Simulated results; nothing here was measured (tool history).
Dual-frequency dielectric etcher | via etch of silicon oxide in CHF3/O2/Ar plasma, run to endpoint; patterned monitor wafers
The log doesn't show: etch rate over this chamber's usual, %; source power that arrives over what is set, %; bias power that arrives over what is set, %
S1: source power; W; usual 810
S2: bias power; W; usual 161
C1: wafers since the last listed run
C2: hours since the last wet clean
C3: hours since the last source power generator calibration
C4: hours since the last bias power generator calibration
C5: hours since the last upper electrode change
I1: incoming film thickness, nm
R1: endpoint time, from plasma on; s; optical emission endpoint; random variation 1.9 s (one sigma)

run 1 hour=0 | S1=810 S2=161 | C1=0 C2=168.6 C3=3253.4 C4=5291.4 C5=5258.8 | I1=431.4 | R1=213.9
run 2 hour=17.8 | S1=810 S2=161 | C1=112 C2=186.4 C3=3271.2 C4=5309.2 C5=5276.6 | I1=435.6 | R1=216.3
run 3 hour=28 | S1=720 S2=146 | C1=64 C2=196.6 C3=3281.4 C4=5319.4 C5=5286.8 | I1=439.4 | R1=240.1
run 4 hour=39.2 | S1=720 S2=146 | C1=70 C2=207.8 C3=3292.6 C4=5330.6 C5=5298 | I1=436.7 | R1=233.7
run 5 hour=49.1 | S1=810 S2=141 | C1=62 C2=217.7 C3=3302.5 C4=5340.5 C5=5307.9 | I1=432.5 | R1=227.9
-- hour=78.4 upper electrode replaced
run 6 hour=78.9 | S1=810 S2=141 | C1=36 C2=247.5 C3=3332.3 C4=5370.3 C5=0.5 | I1=437.8 | R1=229.3
run 7 hour=79.3 | S1=770 S2=161 | C1=2 C2=247.9 C3=3332.7 C4=5370.7 C5=0.9 | I1=433.7 | R1=221.6
run 8 hour=96.6 | S1=810 S2=161 | C1=108 C2=265.2 C3=3350 C4=5388 C5=18.2 | I1=441.6 | R1=216.3
run 9 hour=103 | S1=810 S2=161 | C1=40 C2=271.6 C3=3356.4 C4=5394.4 C5=24.6 | I1=432.6 | R1=216.3
-- hour=113.3 bias power generator calibrated
run 10 hour=152.1 | S1=810 S2=161 | C1=284 C2=320.7 C3=3405.5 C4=38.8 C5=73.7 | I1=435.3 | R1=216.7
run 11 hour=168.5 | S1=810 S2=161 | C1=103 C2=337.1 C3=3421.9 C4=55.2 C5=90.1 | I1=437.8 | R1=220.8
run 12 hour=183.7 | S1=620 S2=196 | C1=95 C2=352.3 C3=3437.1 C4=70.4 C5=105.3 | I1=438.3 | R1=226.7
run 13 hour=199.4 | S1=730 S2=161 | C1=98 C2=368 C3=3452.8 C4=86.1 C5=121 | I1=430.9 | R1=224.9
run 14 hour=212.3 | S1=620 S2=122 | C1=81 C2=380.9 C3=3465.7 C4=99 C5=133.9 | I1=438.6 | R1=271.8
run 15 hour=223.9 | S1=1010 S2=173 | C1=73 C2=392.5 C3=3477.3 C4=110.6 C5=145.5 | I1=434.2 | R1=190.1
run 16 hour=236.1 | S1=660 S2=144 | C1=76 C2=404.7 C3=3489.5 C4=122.8 C5=157.7 | I1=436.8 | R1=249.5
run 17 hour=267.3 | S1=750 S2=190 | C1=196 C2=435.9 C3=3520.7 C4=154 C5=188.9 | I1=440 | R1=212.4
run 18 hour=278 | S1=960 S2=135 | C1=67 C2=446.6 C3=3531.4 C4=164.7 C5=199.6 | I1=435.1 | R1=214.2
run 19 hour=301.5 | S1=720 S2=132 | C1=148 C2=470.1 C3=3554.9 C4=188.2 C5=223.1 | I1=439.8 | R1=251.7
-- hour=320.9 source power generator calibrated
-- hour=326.8 wet clean of the chamber
run 20 hour=327.3 | S1=940 S2=192 | C1=99 C2=0.5 C3=6.4 C4=214 C5=248.9 | I1=435 | R1=186.9

The next listed run, before its measurement:
run 21 hour=327.7 | S1=690 S2=143 | C1=2 C2=0.9 C3=6.8 C4=214.4 C5=249.3 | I1=436.4 | R1=?

Run 21 gave R1 240.9 s.
Without the tool's hidden state the same run would have given R1 240.9 s.
